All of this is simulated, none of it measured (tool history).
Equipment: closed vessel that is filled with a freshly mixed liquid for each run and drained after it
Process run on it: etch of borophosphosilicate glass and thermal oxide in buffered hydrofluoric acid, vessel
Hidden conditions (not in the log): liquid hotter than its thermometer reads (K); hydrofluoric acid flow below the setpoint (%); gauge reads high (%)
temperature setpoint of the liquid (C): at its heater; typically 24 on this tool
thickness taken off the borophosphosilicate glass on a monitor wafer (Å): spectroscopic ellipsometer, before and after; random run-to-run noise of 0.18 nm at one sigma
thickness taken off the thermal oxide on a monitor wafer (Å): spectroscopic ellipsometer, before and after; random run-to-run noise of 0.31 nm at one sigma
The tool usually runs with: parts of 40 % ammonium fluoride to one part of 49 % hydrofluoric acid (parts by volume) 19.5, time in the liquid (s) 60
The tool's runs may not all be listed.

run	day	temperature setpoint of the liquid (C)	parts of 40 % ammonium fluoride to one part of 49 % hydrofluoric acid (parts by volume)	time in the liquid (s)	wafers since the last listed run	hours since the thermometer was replaced	hours since the hydrofluoric acid flow meter was replaced	hours since the gauge calibration	read-back film thickness of the borophosphosilicate glass reference wafer, read on the same gauge (nm)	read-back film thickness of the thermal oxide reference wafer, read on the same gauge (nm)	thickness taken off the borophosphosilicate glass on a monitor wafer (Å)	thickness taken off the thermal oxide on a monitor wafer (Å)
1	0	24	19.5	60	0	539.4	400.5	409.2	140	149.98	567.5	301.3
2	0.517	24	19.5	60	1724	551.8	412.9	421.6	140.03	150	566	304.6
3	0.821	20.5	19.5	60	1015	559.1	420.2	428.9	140	150	468.1	252.6
# day 1.462: gauge calibrated
4	1.504	20.5	19.5	60	2280	575.5	436.6	1	139.96	150	469.1	244.6
5	2.771	20.5	19.5	60	4227	605.9	467	31.4	140.01	150.02	468.7	246.4
6	4.908	24	19.5	80	7133	657.2	518.3	82.7	140.06	149.99	748.4	395.4
7	5.238	27	19.5	60	1098	665.1	526.2	90.6	139.98	150.03	660.9	350.1
8	5.867	21.5	19.5	35	2099	680.2	541.3	105.7	140	150	287.3	150.2
9	6.308	21.5	19.5	30	1474	690.8	551.9	116.3	140.02	150.01	246.3	129.6
# day 6.5: hydrofluoric acid flow meter replaced
10	6.592	20.5	24.5	70	806	697.6	2.2	123.1	140.02	150.01	482.6	256.6
# day 6.896: thermometer replaced
11	7.279	24	19.5	60	2155	9.2	18.7	139.6	140.04	150.03	588.2	313.1
12	7.892	24	19.5	60	2044	23.9	33.4	154.3	139.98	149.98	590.7	313.1
13	8.471	24	19.5	60	1932	37.8	47.3	168.2	139.97	149.97	585.6	311
14	8.896	24	19.5	90	1418	48	57.5	178.4	139.99	149.99	878.9	466.6
15	9.429	22.5	13.5	85	1779	60.8	70.3	191.2	140.01	149.98	1101.8	580.9
16	9.842	24	26.5	60	1376	70.7	80.2	201.1	140.01	150	472.7	252.7
17	10.179	24	14.5	60	1126	78.8	88.3	209.2	140	149.98	781.7	420.5
18	10.558	20	15.5	70	1265	87.9	97.4	218.3	139.96	149.98	684	372.5
19	10.85	27.5	15	70	973	94.9	104.4	225.3	140	150.03	1067.4	576.6
20	11.212	28.5	19.5	60	1209	103.6	113.1	234	139.95	150.02	741.7	394.1
21	11.6	29	24.5	80	1293	112.9	122.4	243.3	139.99	149.98	868.1	458.9
22	11.992	28	22.5	45	1307	122.3	131.8	252.7	140.03	150.02	492.7	260
23	12.662	24	19.5	60	2238	138.4	147.9	268.8	140.02	150	577.7	307.9
24	13.212	29	19.5	60	1835	151.6	161.1	282	140.03	150.02	758.4	410.1

5 options for the next run, each taken on its own from the tool as it stands now. Forecast them:
A	13.242	24	13	60	97	152.3	161.8	282.7	?	?	?	?
B	13.242	24	12	30	97	152.3	161.8	282.7	?	?	?	?
C	13.242	19.5	19.5	90	97	152.3	161.8	282.7	?	?	?	?
D	13.242	20	26.5	60	97	152.3	161.8	282.7	?	?	?	?
E	13.242	22	19.5	60	97	152.3	161.8	282.7	?	?	?	?

run	read-back film thickness of the borophosphosilicate glass reference wafer, read on the same gauge (nm)	read-back film thickness of the thermal oxide reference wafer, read on the same gauge (nm)	thickness taken off the borophosphosilicate glass on a monitor wafer (Å)	thickness taken off the thermal oxide on a monitor wafer (Å)
A	140.03	150	861.2	463.1
B	140.03	150	465.9	250.4
C	140.03	150	675.9	363.1
D	140.03	150	373.6	201
E	140.03	150	517.4	278.4
With no hidden state in the tool, these same runs would have given:
run	thickness taken off the borophosphosilicate glass on a monitor wafer (Å)	thickness taken off the thermal oxide on a monitor wafer (Å)
A	876.2	471.2
B	474	254.8
C	687.8	369.5
D	378.2	203.4
E	526.5	283.2
